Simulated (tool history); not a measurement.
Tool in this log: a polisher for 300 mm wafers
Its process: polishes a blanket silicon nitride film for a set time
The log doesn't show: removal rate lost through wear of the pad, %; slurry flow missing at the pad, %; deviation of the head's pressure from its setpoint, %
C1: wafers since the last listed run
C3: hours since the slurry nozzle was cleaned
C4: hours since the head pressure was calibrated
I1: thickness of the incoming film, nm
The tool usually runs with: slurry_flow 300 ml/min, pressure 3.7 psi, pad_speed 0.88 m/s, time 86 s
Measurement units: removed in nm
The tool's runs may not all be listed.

Run 1, day 0.000: usual settings but pressure 4.6 psi; C1 0; wafers polished on this pad 708; C3 193.6; C4 323.8; I1 809.5. Result: removed 143.4 nm.
At day 1.075: worn pad replaced by a new one.
Run 2, day 1.196: usual settings but pressure 4.6 psi; C1 206; wafers polished on this pad 24; C3 222.3; C4 352.5; I1 802.8. Result: removed 144.5 nm.
Run 3, day 2.517: usual settings but pad_speed 0.76 m/s; C1 265; wafers polished on this pad 289; C3 254.0; C4 384.2; I1 805.2. Result: removed 115.2 nm.
Run 4, day 3.588: usual settings but pad_speed 0.76 m/s; C1 215; wafers polished on this pad 504; C3 279.7; C4 409.9; I1 804.9. Result: removed 111.3 nm.
Run 5, day 4.854: usual settings but slurry_flow 215 ml/min, time 65 s; C1 254; wafers polished on this pad 758; C3 310.1; C4 440.3; I1 802.5. Result: removed 91.1 nm.
At day 5.162: worn pad replaced by a new one.
Run 6, day 6.267: usual settings but slurry_flow 215 ml/min, time 65 s; C1 250; wafers polished on this pad 221; C3 344.0; C4 474.2; I1 807.3. Result: removed 88.0 nm.
At day 6.858: slurry nozzle cleaned.
Run 7, day 7.329: usual settings; C1 204; wafers polished on this pad 426; C3 11.3; C4 499.7; I1 800.7. Result: removed 118.7 nm.
Run 8, day 8.162: usual settings; C1 167; wafers polished on this pad 593; C3 31.3; C4 519.7; I1 815.0. Result: removed 115.3 nm.
At day 9.012: worn pad replaced by a new one.
At day 9.596: head pressure recalibrated.
Run 9, day 9.617: usual settings but slurry_flow 215 ml/min, time 65 s; C1 241; wafers polished on this pad 104; C3 66.2; C4 0.5; I1 823.1. Result: removed 97.5 nm.
Run 10, day 10.750: usual settings; C1 227; wafers polished on this pad 331; C3 93.4; C4 27.7; I1 810.7. Result: removed 131.2 nm.
Run 11, day 11.825: usual settings but slurry_flow 255 ml/min, pressure 4.9 psi, pad_speed 0.62 m/s, time 105 s; C1 215; wafers polished on this pad 547; C3 119.2; C4 53.5; I1 807.5. Result: removed 157.9 nm.
Run 12, day 12.612: usual settings but pressure 2.6 psi, pad_speed 0.74 m/s; C1 158; wafers polished on this pad 705; C3 138.1; C4 72.4; I1 815.9. Result: removed 94.6 nm.
At day 12.850: worn pad replaced by a new one.
Run 13, day 13.992: usual settings but slurry_flow 380 ml/min; C1 243; wafers polished on this pad 229; C3 171.2; C4 105.5; I1 799.6. Result: removed 135.3 nm.
Run 14, day 14.625: usual settings but pad_speed 1.14 m/s, time 72 s; C1 127; wafers polished on this pad 356; C3 186.4; C4 120.7; I1 817.7. Result: removed 131.7 nm.
Run 15, day 15.308: usual settings but slurry_flow 230 ml/min, time 70 s; C1 137; wafers polished on this pad 493; C3 202.8; C4 137.1; I1 822.7. Result: removed 105.5 nm.

The next listed run, before its measurement:
Run 16, day 16.267: usual settings; C1 192; wafers polished on this pad 686; C3 225.8; C4 160.1; I1 815.1. Result: removed ?.

{"run 16": {"removed": 128.2}}
Had the tool carried no hidden state, the very same run would have given removed 128.1 nm.
